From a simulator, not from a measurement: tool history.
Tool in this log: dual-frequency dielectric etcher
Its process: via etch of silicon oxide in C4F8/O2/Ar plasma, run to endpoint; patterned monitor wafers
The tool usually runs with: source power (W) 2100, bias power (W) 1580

| run | day | source power (W) | bias power (W) | wafers since the last listed run | hours since the last wet clean | hours since the last source power generator calibration | hours since the last bias power generator calibration | hours since the last upper electrode change | incoming incoming film thickness, nm | endpoint time (s) |
|---|---|---|---|---|---|---|---|---|---|---|
| 1 | 0.000 | 2100 | 1580 | 0 | 26.2 | 1058.3 | 1558.6 | 1996.1 | 2013.3 | 412.5 |
| 2 | 2.871 | 2100 | 1580 | 372 | 95.1 | 1127.2 | 1627.5 | 2065.0 | 2012.2 | 411.6 |
| 3 | 5.533 | 2100 | 1580 | 345 | 159.0 | 1191.1 | 1691.4 | 2128.9 | 1991.1 | 410.4 |
| 4 | 7.708 | 2100 | 1580 | 282 | 211.2 | 1243.3 | 1743.6 | 2181.1 | 2002.9 | 412.0 |
| 5 | 9.604 | 1990 | 1580 | 246 | 256.7 | 1288.8 | 1789.1 | 2226.6 | 2007.2 | 423.9 |
| 6 | 11.288 | 1990 | 1580 | 218 | 297.1 | 1329.2 | 1829.5 | 2267.0 | 2021.5 | 425.2 |
| 7 | 14.008 | 1990 | 1580 | 353 | 362.4 | 1394.5 | 1894.8 | 2332.3 | 2018.2 | 422.8 |
| 8 | 16.129 | 2100 | 1580 | 275 | 413.3 | 1445.4 | 1945.7 | 2383.2 | 2002.7 | 408.8 |
|  | 20.879 | source power generator calibrated |
| 9 | 21.288 | 2450 | 1271 | 648 | 537.1 | 9.8 | 2069.5 | 2507.0 | 2003.8 | 417.0 |
|  | 22.979 | wet clean of the chamber |
| 10 | 23.279 | 2100 | 1580 | 128 | 7.2 | 57.6 | 2117.3 | 2554.8 | 1969.9 | 411.9 |
| 11 | 25.367 | 2100 | 1580 | 271 | 57.3 | 107.7 | 2167.4 | 2604.9 | 2016.6 | 420.4 |
| 12 | 27.662 | 2100 | 1580 | 298 | 112.4 | 162.8 | 2222.5 | 2660.0 | 2020.8 | 422.2 |
| 13 | 29.479 | 2100 | 1580 | 235 | 156.0 | 206.4 | 2266.1 | 2703.6 | 2013.2 | 419.2 |
| 14 | 32.429 | 2100 | 1580 | 383 | 226.8 | 277.2 | 2336.9 | 2774.4 | 2015.7 | 417.0 |
| 15 | 34.371 | 1710 | 1580 | 252 | 273.4 | 323.8 | 2383.5 | 2821.0 | 2009.7 | 459.0 |
| 16 | 37.196 | 1580 | 1778 | 366 | 341.2 | 391.6 | 2451.3 | 2888.8 | 1993.7 | 455.6 |
|  | 37.721 | bias power generator calibrated |
| 17 | 38.975 | 1730 | 1738 | 209 | 383.9 | 434.3 | 30.1 | 2931.5 | 2004.8 | 440.8 |
| 18 | 40.038 | 2100 | 1580 | 137 | 409.4 | 459.8 | 55.6 | 2957.0 | 2007.8 | 415.8 |
| 19 | 41.229 | 1950 | 1945 | 154 | 438.0 | 488.4 | 84.2 | 2985.6 | 2009.2 | 403.4 |
| 20 | 42.425 | 2100 | 1778 | 155 | 466.7 | 517.1 | 112.9 | 3014.3 | 2006.9 | 401.9 |
| 21 | 44.762 | 2100 | 1580 | 303 | 522.8 | 573.2 | 169.0 | 3070.4 | 2013.5 | 414.2 |
|  | 46.729 | upper electrode replaced, of another model than before |
| 22 | 46.750 | 2100 | 1580 | 128 | 570.5 | 620.9 | 216.7 | 0.5 | 2009.2 | 414.1 |
|  | 47.929 | wet clean of the chamber |
| 23 | 47.950 | 2560 | 1381 | 25 | 0.5 | 649.7 | 245.5 | 29.3 | 2042.0 | 422.5 |
| 24 | 49.008 | 2320 | 1207 | 137 | 25.9 | 675.1 | 270.9 | 54.7 | 1997.4 | 457.5 |
| 25 | 50.908 | 2490 | 1208 | 246 | 71.5 | 720.7 | 316.5 | 100.3 | 2029.4 | 453.7 |
| 26 | 52.696 | 2100 | 1580 | 232 | 114.4 | 763.6 | 359.4 | 143.2 | 2009.1 | 416.1 |
| 27 | 55.138 | 2100 | 1580 | 317 | 173.0 | 822.2 | 418.0 | 201.8 | 2012.2 | 415.2 |
| 28 | 57.233 | 1710 | 1431 | 272 | 223.3 | 872.5 | 468.3 | 252.1 | 1987.3 | 457.0 |
| 29 | 59.854 | 2320 | 1821 | 340 | 286.2 | 935.4 | 531.2 | 315.0 | 2016.9 | 377.8 |
| 30 | 61.700 | 1640 | 1847 | 239 | 330.5 | 979.7 | 575.5 | 359.3 | 1996.1 | 411.3 |
| 31 | 64.412 | 2350 | 1580 | 352 | 395.6 | 1044.8 | 640.6 | 424.4 | 2009.0 | 401.3 |
| 32 | 65.950 | 2100 | 1580 | 199 | 432.5 | 1081.7 | 677.5 | 461.3 | 2015.8 | 414.5 |
| 33 | 67.746 | 2100 | 1580 | 233 | 475.6 | 1124.8 | 720.6 | 504.4 | 1996.9 | 410.3 |
| 34 | 69.829 | 2100 | 1850 | 270 | 525.6 | 1174.8 | 770.6 | 554.4 | 2023.6 | 385.9 |

5 ways to go on from here, each from the tool as it stands after run 34. What would each give?
| A | 69.850 | 2520 | 1580 | 2 | 526.1 | 1175.3 | 771.1 | 554.9 | 2004.0 | ? |
| B | 69.850 | 2450 | 1942 | 2 | 526.1 | 1175.3 | 771.1 | 554.9 | 2004.0 | ? |
| C | 69.850 | 1900 | 1354 | 2 | 526.1 | 1175.3 | 771.1 | 554.9 | 2004.0 | ? |
| D | 69.850 | 2530 | 1442 | 2 | 526.1 | 1175.3 | 771.1 | 554.9 | 2004.0 | ? |
| E | 69.850 | 2280 | 1350 | 2 | 526.1 | 1175.3 | 771.1 | 554.9 | 2004.0 | ? |

| run | endpoint time (s) |
|---|---|
| A | 388.3 |
| B | 357.1 |
| C | 455.2 |
| D | 404.7 |
| E | 431.5 |
Had the tool no hidden state, the same runs would have come out as:
| run | endpoint time (s) |
|---|---|
| A | 393.0 |
| B | 361.4 |
| C | 460.8 |
| D | 409.6 |
| E | 436.8 |

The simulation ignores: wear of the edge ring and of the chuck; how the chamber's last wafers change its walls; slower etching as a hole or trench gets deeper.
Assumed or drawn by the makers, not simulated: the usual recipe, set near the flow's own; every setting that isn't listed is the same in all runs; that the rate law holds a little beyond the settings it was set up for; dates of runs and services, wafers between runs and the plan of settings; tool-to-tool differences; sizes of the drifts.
